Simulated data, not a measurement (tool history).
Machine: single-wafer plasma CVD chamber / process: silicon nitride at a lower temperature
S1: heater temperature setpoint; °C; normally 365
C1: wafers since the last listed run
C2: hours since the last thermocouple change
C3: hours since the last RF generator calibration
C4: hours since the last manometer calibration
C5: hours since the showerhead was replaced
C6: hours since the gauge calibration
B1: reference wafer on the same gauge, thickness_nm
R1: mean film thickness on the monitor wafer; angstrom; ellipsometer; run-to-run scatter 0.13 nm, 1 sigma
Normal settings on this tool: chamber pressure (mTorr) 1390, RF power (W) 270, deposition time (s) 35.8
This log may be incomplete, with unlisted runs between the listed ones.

run 1 hour=0 | S1=365 chamber_pressure_(mTorr)=1390 RF_power_(W)=270 deposition_time_(s)=35.8 | C1=0 C2=327.8 C3=1752.4 C4=860.7 C5=4260.5 C6=818.6 | B1=24.977 | R1=295.2
run 2 hour=35.6 | S1=365 chamber_pressure_(mTorr)=1390 RF_power_(W)=270 deposition_time_(s)=35.8 | C1=974 C2=363.4 C3=1788 C4=896.3 C5=4296.1 C6=854.2 | B1=25.009 | R1=293.38
run 3 hour=86.4 | S1=365 chamber_pressure_(mTorr)=1390 RF_power_(W)=270 deposition_time_(s)=35.8 | C1=1390 C2=414.2 C3=1838.8 C4=947.1 C5=4346.9 C6=905 | B1=24.995 | R1=294.58
run 4 hour=111.7 | S1=365 chamber_pressure_(mTorr)=1390 RF_power_(W)=270 deposition_time_(s)=35.8 | C1=692 C2=439.5 C3=1864.1 C4=972.4 C5=4372.2 C6=930.3 | B1=25.001 | R1=294.44
run 5 hour=150.7 | S1=365 chamber_pressure_(mTorr)=1530 RF_power_(W)=270 deposition_time_(s)=35.8 | C1=1067 C2=478.5 C3=1903.1 C4=1011.4 C5=4411.2 C6=969.3 | B1=24.973 | R1=298.01
run 6 hour=213 | S1=365 chamber_pressure_(mTorr)=1530 RF_power_(W)=270 deposition_time_(s)=35.8 | C1=1705 C2=540.8 C3=1965.4 C4=1073.7 C5=4473.5 C6=1031.6 | B1=25.01 | R1=298.46
run 7 hour=259 | S1=365 chamber_pressure_(mTorr)=1390 RF_power_(W)=270 deposition_time_(s)=35.8 | C1=1259 C2=586.8 C3=2011.4 C4=1119.7 C5=4519.5 C6=1077.6 | B1=25 | R1=291.54
run 8 hour=307.5 | S1=365 chamber_pressure_(mTorr)=1390 RF_power_(W)=270 deposition_time_(s)=35.8 | C1=1327 C2=635.3 C3=2059.9 C4=1168.2 C5=4568 C6=1126.1 | B1=25.004 | R1=291.5
run 9 hour=490.9 | S1=365 chamber_pressure_(mTorr)=1390 RF_power_(W)=270 deposition_time_(s)=35.8 | C1=5021 C2=818.7 C3=2243.3 C4=1351.6 C5=4751.4 C6=1309.5 | B1=25.014 | R1=288.2
-- hour=541 capacitance manometer re-zeroed and calibrated
-- hour=542.5 gauge calibrated
run 10 hour=551.1 | S1=365 chamber_pressure_(mTorr)=1390 RF_power_(W)=270 deposition_time_(s)=35.8 | C1=1429 C2=878.9 C3=2303.5 C4=10.1 C5=4811.6 C6=8.6 | B1=24.988 | R1=286.5
run 11 hour=600.7 | S1=365 chamber_pressure_(mTorr)=1390 RF_power_(W)=270 deposition_time_(s)=35.8 | C1=1357 C2=928.5 C3=2353.1 C4=59.7 C5=4861.2 C6=58.2 | B1=25.006 | R1=286.26
run 12 hour=665.9 | S1=365 chamber_pressure_(mTorr)=1390 RF_power_(W)=270 deposition_time_(s)=38.5 | C1=1785 C2=993.7 C3=2418.3 C4=124.9 C5=4926.4 C6=123.4 | B1=25.007 | R1=304.28
run 13 hour=726.1 | S1=365 chamber_pressure_(mTorr)=1390 RF_power_(W)=270 deposition_time_(s)=38.5 | C1=1648 C2=1053.9 C3=2478.5 C4=185.1 C5=4986.6 C6=183.6 | B1=25.011 | R1=302.52
-- hour=750.4 thermocouple changed; heater temperature recalibrated
-- hour=757.4 showerhead replaced
-- hour=762.2 RF generator calibrated
run 14 hour=791.2 | S1=365 chamber_pressure_(mTorr)=1680 RF_power_(W)=315 deposition_time_(s)=32.6 | C1=1239 C2=40.8 C3=29 C4=250.2 C5=33.8 C6=248.7 | B1=25.009 | R1=329
run 15 hour=824.7 | S1=365 chamber_pressure_(mTorr)=1390 RF_power_(W)=240 deposition_time_(s)=35.8 | C1=917 C2=74.3 C3=62.5 C4=283.7 C5=67.3 C6=282.2 | B1=24.98 | R1=270.39
run 16 hour=876.7 | S1=365 chamber_pressure_(mTorr)=1390 RF_power_(W)=270 deposition_time_(s)=35.8 | C1=1423 C2=126.3 C3=114.5 C4=335.7 C5=119.3 C6=334.2 | B1=24.987 | R1=306.8
run 17 hour=902.1 | S1=372 chamber_pressure_(mTorr)=1690 RF_power_(W)=220 deposition_time_(s)=38.4 | C1=695 C2=151.7 C3=139.9 C4=361.1 C5=144.7 C6=359.6 | B1=25.011 | R1=270.75

What will run 18 give?
run 18 hour=931.2 | S1=365 chamber_pressure_(mTorr)=1390 RF_power_(W)=270 deposition_time_(s)=33.1 | C1=796 C2=180.8 C3=169 C4=390.2 C5=173.8 C6=388.7 | B1=? | R1=?

{"run 18": {"B1": 25.001, "R1": 282.32}}
Had the tool carried no hidden state, the very same run would have given R1 286.13 angstrom.
